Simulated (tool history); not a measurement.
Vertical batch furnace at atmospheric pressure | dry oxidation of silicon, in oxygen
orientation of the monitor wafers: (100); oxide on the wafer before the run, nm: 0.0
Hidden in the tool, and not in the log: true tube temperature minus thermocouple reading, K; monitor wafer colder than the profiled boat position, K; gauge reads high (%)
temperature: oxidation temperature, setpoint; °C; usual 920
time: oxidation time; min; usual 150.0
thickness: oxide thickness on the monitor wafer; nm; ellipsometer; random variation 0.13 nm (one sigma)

run   hour  temperature   time  wafers since the last listed run  hours since the last temperature calibration  hours since the boat lift was adjusted  hours since the gauge calibration  read-back reference wafer on the same gauge, thickness  thickness
  1    0.0          920  150.0                                 0                                        3318.9                                  1275.9                              736.9                                                   45.43      40.14
  2   29.4          920  150.0                               369                                        3348.3                                  1305.3                              766.3                                                   45.35      39.93
  3   76.8          920  150.0                               595                                        3395.7                                  1352.7                              813.7                                                   45.38      40.03
     118.4  -- gauge calibrated
  4  134.7          920  150.0                               726                                        3453.6                                  1410.6                               16.3                                                   45.34      40.06
  5  178.5          920  150.0                               549                                        3497.4                                  1454.4                               60.1                                                   45.41      40.10
  6  206.8          920  150.0                               355                                        3525.7                                  1482.7                               88.4                                                   45.38      39.88
  7  239.8          920  150.0                               414                                        3558.7                                  1515.7                              121.4                                                   45.41      39.92
  8  282.1          920  150.0                               531                                        3601.0                                  1558.0                              163.7                                                   45.43      39.90
  9  324.0          920  150.0                               526                                        3642.9                                  1599.9                              205.6                                                   45.38      39.81
 10  375.6          920  150.0                               647                                        3694.5                                  1651.5                              257.2                                                   45.39      39.85
 11  439.1          920  150.0                               797                                        3758.0                                  1715.0                              320.7                                                   45.37      40.07
 12  469.3          920  150.0                               379                                        3788.2                                  1745.2                              350.9                                                   45.37      39.89
 13  526.0          920  150.0                               711                                        3844.9                                  1801.9                              407.6                                                   45.39      39.94
 14  582.7          920  150.0                               711                                        3901.6                                  1858.6                              464.3                                                   45.40      39.99
 15  648.5          920  150.0                               826                                        3967.4                                  1924.4                              530.1                                                   45.38      39.82
 16  704.8          920  150.0                               706                                        4023.7                                  1980.7                              586.4                                                   45.43      39.73
 17  742.2          920  150.0                               469                                        4061.1                                  2018.1                              623.8                                                   45.41      40.16
 18  789.7          927   76.0                               596                                        4108.6                                  2065.6                              671.3                                                   45.41      26.71

Forecast run 19:
     861.7  -- boat lift adjusted
 19  862.2          920  183.5                               608                                        4181.1                                     0.5                              743.8                                                       ?          ?

Run 19 gave read-back reference wafer on the same gauge, thickness 45.43, thickness 47.28 nm.
Without the tool's hidden state the same run would have given thickness 47.36 nm.
